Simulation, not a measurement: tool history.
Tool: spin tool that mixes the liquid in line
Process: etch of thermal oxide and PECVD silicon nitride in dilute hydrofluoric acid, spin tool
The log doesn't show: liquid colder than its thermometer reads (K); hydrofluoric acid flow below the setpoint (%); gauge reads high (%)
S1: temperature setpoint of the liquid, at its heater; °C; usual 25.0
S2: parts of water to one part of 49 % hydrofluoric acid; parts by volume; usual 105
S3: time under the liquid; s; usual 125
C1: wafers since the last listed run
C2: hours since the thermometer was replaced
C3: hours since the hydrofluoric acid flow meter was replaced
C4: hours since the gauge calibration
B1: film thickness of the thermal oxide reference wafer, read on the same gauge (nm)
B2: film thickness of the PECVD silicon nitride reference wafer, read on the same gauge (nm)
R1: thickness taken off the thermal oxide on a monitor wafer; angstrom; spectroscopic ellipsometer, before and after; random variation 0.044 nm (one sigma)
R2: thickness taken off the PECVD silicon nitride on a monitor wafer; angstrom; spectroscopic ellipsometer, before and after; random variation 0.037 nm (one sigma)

run    hour    S1   S2   S3   C1     C2     C3      C4     B1      B2    R1     R2
  1     0.0  23.5  105  165    0  202.4   99.3  1408.3  90.01  59.992  63.2  39.55
  2    44.9  25.0  105  125  262  247.3  144.2  1453.2  89.98  60.008  50.9  31.99
  3    81.6  25.0  105  125  214  284.0  180.9  1489.9  90.04  59.977  51.3  32.38
  4   155.3  25.0  105  125  430  357.7  254.6  1563.6  90.03  60.008  49.6  31.51
  5   217.6  25.0  105  125  364  420.0  316.9  1625.9  89.98  59.993  50.0  31.04
  6   312.8  25.0   90  125  556  515.2  412.1  1721.1  90.04  60.036  57.7  35.73
      330.4  -- gauge calibrated
  7   393.4  25.0   90  125  471  595.8  492.7    63.0  89.97  59.986  58.2  34.79
      450.4  -- hydrofluoric acid flow meter replaced
  8   494.4  25.0   90  125  584  696.8   44.0   164.0  89.99  60.006  57.8  35.34
      496.2  -- thermometer replaced
  9   536.6  25.0  105  105  240   40.4   86.2   206.2  90.02  59.983  43.8  28.39
 10   616.1  25.0  105  125  464  119.9  165.7   285.7  90.03  60.001  51.5  33.21
 11   711.1  20.5  130  100  555  214.9  260.7   380.7  90.03  60.024  26.2  16.01
 12   789.6  27.5  125  185  458  293.4  339.2   459.2  90.02  59.999  67.7  46.68
 13   851.6  25.0  145  125  362  355.4  401.2   521.2  90.00  59.994  34.4  22.68
 14   951.3  22.0  135   65  582  455.1  500.9   620.9  90.02  60.016  17.0  10.24
     1010.7  -- hydrofluoric acid flow meter replaced
 15  1015.0  21.5  135   55  366  518.8    4.3   684.6  90.03  60.004  14.4   8.59
 16  1062.0  27.5  105  105  274  565.8   51.3   731.6  90.04  59.991  46.4  30.93
 17  1166.7  27.0  120   95  611  670.5  156.0   836.3  89.99  60.011  34.4  22.65
     1169.1  -- thermometer replaced
 18  1247.6  25.0  105  125  467   78.5  236.9   917.2  89.97  60.001  51.4  32.94
 19  1284.2  20.5  125  170  213  115.1  273.5   953.8  90.01  59.972  47.9  28.07
 20  1360.5  25.0  105  125  445  191.4  349.8  1030.1  90.02  60.030  50.9  32.73
 21  1436.0  25.0  130  125  441  266.9  425.3  1105.6  90.01  59.992  38.9  25.33
     1485.6  -- hydrofluoric acid flow meter replaced
 22  1498.6  25.0  105  160  360  329.5   13.0  1168.2  89.96  60.009  64.8  41.00
 23  1563.3  28.0  105  125  378  394.2   77.7  1232.9  89.99  59.974  56.6  39.58
 24  1622.8  23.5  130  170  347  453.7  137.2  1292.4  89.99  60.011  50.8  31.87
 25  1727.6  25.0  105  125  612  558.5  242.0  1397.2  90.05  59.994  49.2  30.65

Measured less the same run without the tool's hidden state. The same run-to-run variation is in both; the gauge's scatter may not be:
run    R1     R2
  1  -2.2  -2.03
  2  -2.2  -1.96
  3  -2.5  -2.29
  4  -3.1  -2.81
  5  -3.7  -3.26
  6  -5.3  -4.66
  7  -6.3  -5.30
  8  -4.9  -4.94
  9  -0.6  -0.43
 10  -1.4  -1.14
 11  -1.2  -0.92
 12  -3.9  -3.52
 13  -2.4  -2.07
 14  -1.5  -1.21
 15  -0.9  -0.85
 16  -3.0  -3.30
 17  -2.9  -3.03
 18  -1.6  -1.16
 19  -1.8  -1.26
 20  -2.6  -2.05
 21  -2.5  -2.05
 22  -2.5  -2.61
 23  -2.8  -3.09
 24  -3.1  -3.02
 25  -4.0  -3.75
